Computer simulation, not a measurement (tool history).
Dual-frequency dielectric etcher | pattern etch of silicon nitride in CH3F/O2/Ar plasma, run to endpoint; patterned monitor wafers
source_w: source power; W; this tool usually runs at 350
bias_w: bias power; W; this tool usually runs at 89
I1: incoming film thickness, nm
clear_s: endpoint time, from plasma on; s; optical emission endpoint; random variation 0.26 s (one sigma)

run 1 hour=0 | source_w=350 bias_w=89 | I1=23.33 | clear_s=31.2
run 2 hour=98.6 | source_w=300 bias_w=89 | I1=23.68 | clear_s=33.9
run 3 hour=159.4 | source_w=300 bias_w=89 | I1=23.28 | clear_s=33.4
run 4 hour=207.3 | source_w=300 bias_w=89 | I1=23.44 | clear_s=34
run 5 hour=275.1 | source_w=380 bias_w=89 | I1=23.38 | clear_s=31
-- hour=320.6 bias power generator calibrated
run 6 hour=321.1 | source_w=350 bias_w=89 | I1=23.46 | clear_s=32
run 7 hour=367.7 | source_w=350 bias_w=97 | I1=23.28 | clear_s=31.7
run 8 hour=415.7 | source_w=350 bias_w=89 | I1=23.41 | clear_s=32.1
run 9 hour=451.8 | source_w=380 bias_w=78 | I1=23.26 | clear_s=32.4
-- hour=488.1 source power generator calibrated
run 10 hour=549.7 | source_w=390 bias_w=111 | I1=23.64 | clear_s=29.5
-- hour=583.6 wet clean of the chamber
run 11 hour=593.8 | source_w=380 bias_w=70 | I1=23.37 | clear_s=33.1
run 12 hour=671.2 | source_w=410 bias_w=70 | I1=23.42 | clear_s=32
-- hour=728.1 upper electrode replaced
run 13 hour=775.2 | source_w=350 bias_w=96 | I1=23.45 | clear_s=31.5
run 14 hour=861.8 | source_w=350 bias_w=102 | I1=23.67 | clear_s=31.4
run 15 hour=899.9 | source_w=410 bias_w=96 | I1=23.53 | clear_s=30.2
run 16 hour=974.7 | source_w=350 bias_w=89 | I1=23.61 | clear_s=32.2

3 options for the next run, each taken on its own from the tool as it stands now. Forecast them:
run A hour=975.1 | source_w=350 bias_w=108 | I1=23.51 | clear_s=?
run B hour=975.1 | source_w=350 bias_w=78 | I1=23.51 | clear_s=?
run C hour=975.1 | source_w=390 bias_w=80 | I1=23.51 | clear_s=?

run=A clear_s=30.6
run=B clear_s=33.5
run=C clear_s=31.9
With no hidden state in the tool, these same runs would have given:
run=A clear_s=29.8
run=B clear_s=32.6
run=C clear_s=31.1
